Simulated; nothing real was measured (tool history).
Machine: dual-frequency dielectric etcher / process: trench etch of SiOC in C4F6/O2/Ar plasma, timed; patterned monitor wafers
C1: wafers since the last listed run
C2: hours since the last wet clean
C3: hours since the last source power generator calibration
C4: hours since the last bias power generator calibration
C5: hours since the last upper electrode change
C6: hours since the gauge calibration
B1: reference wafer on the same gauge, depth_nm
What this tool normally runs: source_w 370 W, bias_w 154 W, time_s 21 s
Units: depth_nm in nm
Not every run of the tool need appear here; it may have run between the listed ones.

run 1 hour=0 | source_w=410 bias_w=129 time_s=21 | C1=0 C2=179.3 C3=1962.5 C4=1930.1 C5=4285.9 C6=461.5 | B1=46.1 | depth_nm=43.59
run 2 hour=23.8 | source_w=410 bias_w=129 time_s=21 | C1=206 C2=203.1 C3=1986.3 C4=1953.9 C5=4309.7 C6=485.3 | B1=46.06 | depth_nm=43.49
run 3 hour=37.2 | source_w=410 bias_w=129 time_s=21 | C1=116 C2=216.5 C3=1999.7 C4=1967.3 C5=4323.1 C6=498.7 | B1=46.06 | depth_nm=43.41
run 4 hour=61.5 | source_w=400 bias_w=154 time_s=21 | C1=210 C2=240.8 C3=2024 C4=1991.6 C5=4347.4 C6=523 | B1=46.04 | depth_nm=44.72
run 5 hour=92.1 | source_w=400 bias_w=154 time_s=21 | C1=265 C2=271.4 C3=2054.6 C4=2022.2 C5=4378 C6=553.6 | B1=46.11 | depth_nm=44.59
run 6 hour=108.4 | source_w=370 bias_w=154 time_s=21 | C1=141 C2=287.7 C3=2070.9 C4=2038.5 C5=4394.3 C6=569.9 | B1=46.07 | depth_nm=43.87
run 7 hour=132.2 | source_w=370 bias_w=154 time_s=21 | C1=206 C2=311.5 C3=2094.7 C4=2062.3 C5=4418.1 C6=593.7 | B1=46.09 | depth_nm=43.77
run 8 hour=153.1 | source_w=370 bias_w=170 time_s=21 | C1=181 C2=332.4 C3=2115.6 C4=2083.2 C5=4439 C6=614.6 | B1=46.08 | depth_nm=44.83
run 9 hour=176.2 | source_w=430 bias_w=154 time_s=21 | C1=200 C2=355.5 C3=2138.7 C4=2106.3 C5=4462.1 C6=637.7 | B1=46.06 | depth_nm=45.12
-- hour=189.5 gauge calibrated
run 10 hour=189.9 | source_w=430 bias_w=154 time_s=21 | C1=118 C2=369.2 C3=2152.4 C4=2120 C5=4475.8 C6=0.4 | B1=46.12 | depth_nm=45.23
-- hour=200.4 bias power generator calibrated
run 11 hour=206.3 | source_w=430 bias_w=154 time_s=21 | C1=107 C2=385.6 C3=2168.8 C4=5.9 C5=4492.2 C6=16.8 | B1=46.09 | depth_nm=45.21
-- hour=231.5 upper electrode replaced
run 12 hour=232 | source_w=370 bias_w=137 time_s=21 | C1=14 C2=411.3 C3=2194.5 C4=31.6 C5=0.5 C6=42.5 | B1=46.07 | depth_nm=42.75
run 13 hour=252.3 | source_w=370 bias_w=137 time_s=21 | C1=176 C2=431.6 C3=2214.8 C4=51.9 C5=20.8 C6=62.8 | B1=46.11 | depth_nm=42.68
run 14 hour=281.2 | source_w=340 bias_w=140 time_s=21 | C1=250 C2=460.5 C3=2243.7 C4=80.8 C5=49.7 C6=91.7 | B1=46.1 | depth_nm=42.09
run 15 hour=296.6 | source_w=370 bias_w=154 time_s=21 | C1=133 C2=475.9 C3=2259.1 C4=96.2 C5=65.1 C6=107.1 | B1=46.12 | depth_nm=43.6
run 16 hour=310.3 | source_w=450 bias_w=166 time_s=22.5 | C1=118 C2=489.6 C3=2272.8 C4=109.9 C5=78.8 C6=120.8 | B1=46.05 | depth_nm=49.46

The next listed run, before its measurement:
-- hour=342.1 source power generator calibrated
run 17 hour=342.6 | source_w=370 bias_w=154 time_s=21 | C1=245 C2=521.9 C3=0.5 C4=142.2 C5=111.1 C6=153.1 | B1=? | depth_nm=?

B1: 46.1
depth_nm: 43.61 nm
Were there no unlogged condition in the tool, this run, its random variation unchanged, would have produced depth_nm 44.98 nm.
